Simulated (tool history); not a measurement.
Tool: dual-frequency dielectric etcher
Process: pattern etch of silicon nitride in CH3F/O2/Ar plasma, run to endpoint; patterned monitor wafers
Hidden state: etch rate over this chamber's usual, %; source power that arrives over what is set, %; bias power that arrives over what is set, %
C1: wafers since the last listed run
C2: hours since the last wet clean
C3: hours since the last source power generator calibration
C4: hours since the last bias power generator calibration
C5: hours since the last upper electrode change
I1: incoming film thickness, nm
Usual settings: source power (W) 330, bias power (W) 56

run 1 day=0 | source_power_(W)=310 bias_power_(W)=53 | C1=0 C2=31.9 C3=3254 C4=3795 C5=2881.4 | I1=28.55 | endpoint_time_(s)=54.8
run 2 day=0.367 | source_power_(W)=330 bias_power_(W)=60 | C1=85 C2=40.7 C3=3262.8 C4=3803.8 C5=2890.2 | I1=28.46 | endpoint_time_(s)=51
run 3 day=2.429 | source_power_(W)=330 bias_power_(W)=60 | C1=478 C2=90.2 C3=3312.3 C4=3853.3 C5=2939.7 | I1=28.48 | endpoint_time_(s)=50.9
run 4 day=2.829 | source_power_(W)=330 bias_power_(W)=60 | C1=92 C2=99.8 C3=3321.9 C4=3862.9 C5=2949.3 | I1=28.57 | endpoint_time_(s)=51.1
run 5 day=3.379 | source_power_(W)=310 bias_power_(W)=56 | C1=127 C2=113 C3=3335.1 C4=3876.1 C5=2962.5 | I1=28.6 | endpoint_time_(s)=53.6
run 6 day=3.917 | source_power_(W)=310 bias_power_(W)=56 | C1=124 C2=125.9 C3=3348 C4=3889 C5=2975.4 | I1=28.59 | endpoint_time_(s)=53.2
run 7 day=4.642 | source_power_(W)=310 bias_power_(W)=56 | C1=168 C2=143.3 C3=3365.4 C4=3906.4 C5=2992.8 | I1=28.39 | endpoint_time_(s)=52.7
run 8 day=5.183 | source_power_(W)=330 bias_power_(W)=56 | C1=125 C2=156.3 C3=3378.4 C4=3919.4 C5=3005.8 | I1=28.83 | endpoint_time_(s)=52.8
run 9 day=5.812 | source_power_(W)=330 bias_power_(W)=56 | C1=145 C2=171.4 C3=3393.5 C4=3934.5 C5=3020.9 | I1=28.63 | endpoint_time_(s)=52.8
run 10 day=6.358 | source_power_(W)=330 bias_power_(W)=56 | C1=126 C2=184.5 C3=3406.6 C4=3947.6 C5=3034 | I1=28.64 | endpoint_time_(s)=52.1
run 11 day=6.662 | source_power_(W)=330 bias_power_(W)=56 | C1=70 C2=191.8 C3=3413.9 C4=3954.9 C5=3041.3 | I1=28.5 | endpoint_time_(s)=51.9
-- day=7.75 upper electrode replaced
run 12 day=7.771 | source_power_(W)=360 bias_power_(W)=56 | C1=25 C2=218.4 C3=3440.5 C4=3981.5 C5=0.5 | I1=28.78 | endpoint_time_(s)=51.5
run 13 day=7.788 | source_power_(W)=330 bias_power_(W)=56 | C1=3 C2=218.8 C3=3440.9 C4=3981.9 C5=0.9 | I1=28.99 | endpoint_time_(s)=53.1
run 14 day=8.062 | source_power_(W)=330 bias_power_(W)=47 | C1=63 C2=225.4 C3=3447.5 C4=3988.5 C5=7.5 | I1=28.5 | endpoint_time_(s)=56.6
run 15 day=8.488 | source_power_(W)=330 bias_power_(W)=56 | C1=98 C2=235.6 C3=3457.7 C4=3998.7 C5=17.7 | I1=28.67 | endpoint_time_(s)=52.2
run 16 day=8.933 | source_power_(W)=330 bias_power_(W)=56 | C1=103 C2=246.3 C3=3468.4 C4=4009.4 C5=28.4 | I1=28.89 | endpoint_time_(s)=52.6
-- day=9.483 bias power generator calibrated
run 17 day=9.558 | source_power_(W)=330 bias_power_(W)=56 | C1=106 C2=261.3 C3=3483.4 C4=1.8 C5=43.4 | I1=28.36 | endpoint_time_(s)=51.7
run 18 day=10.138 | source_power_(W)=360 bias_power_(W)=45 | C1=134 C2=275.2 C3=3497.3 C4=15.7 C5=57.3 | I1=28.84 | endpoint_time_(s)=56.9
run 19 day=10.604 | source_power_(W)=360 bias_power_(W)=67 | C1=108 C2=286.4 C3=3508.5 C4=26.9 C5=68.5 | I1=28.49 | endpoint_time_(s)=46.3
run 20 day=11.042 | source_power_(W)=330 bias_power_(W)=65 | C1=101 C2=296.9 C3=3519 C4=37.4 C5=79 | I1=28.62 | endpoint_time_(s)=48.2
run 21 day=13.112 | source_power_(W)=360 bias_power_(W)=62 | C1=480 C2=346.6 C3=3568.7 C4=87.1 C5=128.7 | I1=28.61 | endpoint_time_(s)=47.9
-- day=13.383 source power generator calibrated
-- day=14.15 wet clean of the chamber
run 22 day=14.171 | source_power_(W)=400 bias_power_(W)=63 | C1=29 C2=0.5 C3=18.9 C4=112.5 C5=154.1 | I1=28.64 | endpoint_time_(s)=47.6
run 23 day=14.183 | source_power_(W)=400 bias_power_(W)=46 | C1=2 C2=0.8 C3=19.2 C4=112.8 C5=154.4 | I1=28.52 | endpoint_time_(s)=55
run 24 day=14.65 | source_power_(W)=330 bias_power_(W)=45 | C1=108 C2=12 C3=30.4 C4=124 C5=165.6 | I1=28.46 | endpoint_time_(s)=57.8
run 25 day=15.433 | source_power_(W)=330 bias_power_(W)=56 | C1=181 C2=30.8 C3=49.2 C4=142.8 C5=184.4 | I1=28.97 | endpoint_time_(s)=53.3
run 26 day=15.804 | source_power_(W)=280 bias_power_(W)=63 | C1=86 C2=39.7 C3=58.1 C4=151.7 C5=193.3 | I1=28.63 | endpoint_time_(s)=51.7
run 27 day=16.479 | source_power_(W)=290 bias_power_(W)=56 | C1=156 C2=55.9 C3=74.3 C4=167.9 C5=209.5 | I1=28.71 | endpoint_time_(s)=54.3
run 28 day=16.842 | source_power_(W)=310 bias_power_(W)=56 | C1=84 C2=64.6 C3=83 C4=176.6 C5=218.2 | I1=28.72 | endpoint_time_(s)=53.6
run 29 day=17.417 | source_power_(W)=330 bias_power_(W)=56 | C1=133 C2=78.4 C3=96.8 C4=190.4 C5=232 | I1=28.8 | endpoint_time_(s)=52.3
run 30 day=17.779 | source_power_(W)=270 bias_power_(W)=64 | C1=84 C2=87.1 C3=105.5 C4=199.1 C5=240.7 | I1=28.73 | endpoint_time_(s)=51.7

Hidden state at the last listed run before each entry between runs and at the first one after, where it differs:
Between runs 11 and 12: upper electrode replaced (day 7.75)
  etch rate over this chamber's usual, %: 1.12 -> 1.35
  measured less the result without the state, endpoint time (s): -0.6 -> -0.7
Between runs 16 and 17: bias power generator calibrated (day 9.483)
  etch rate over this chamber's usual, %: 1.6 -> 1.74
  measured less the result without the state, endpoint time (s): -0.9 -> -0.9
Between runs 21 and 22: source power generator calibrated (day 13.383); wet clean of the chamber (day 14.15)
  etch rate over this chamber's usual, %: 2.5 -> 0.375
  measured less the result without the state, endpoint time (s): -1.2 -> -0.2

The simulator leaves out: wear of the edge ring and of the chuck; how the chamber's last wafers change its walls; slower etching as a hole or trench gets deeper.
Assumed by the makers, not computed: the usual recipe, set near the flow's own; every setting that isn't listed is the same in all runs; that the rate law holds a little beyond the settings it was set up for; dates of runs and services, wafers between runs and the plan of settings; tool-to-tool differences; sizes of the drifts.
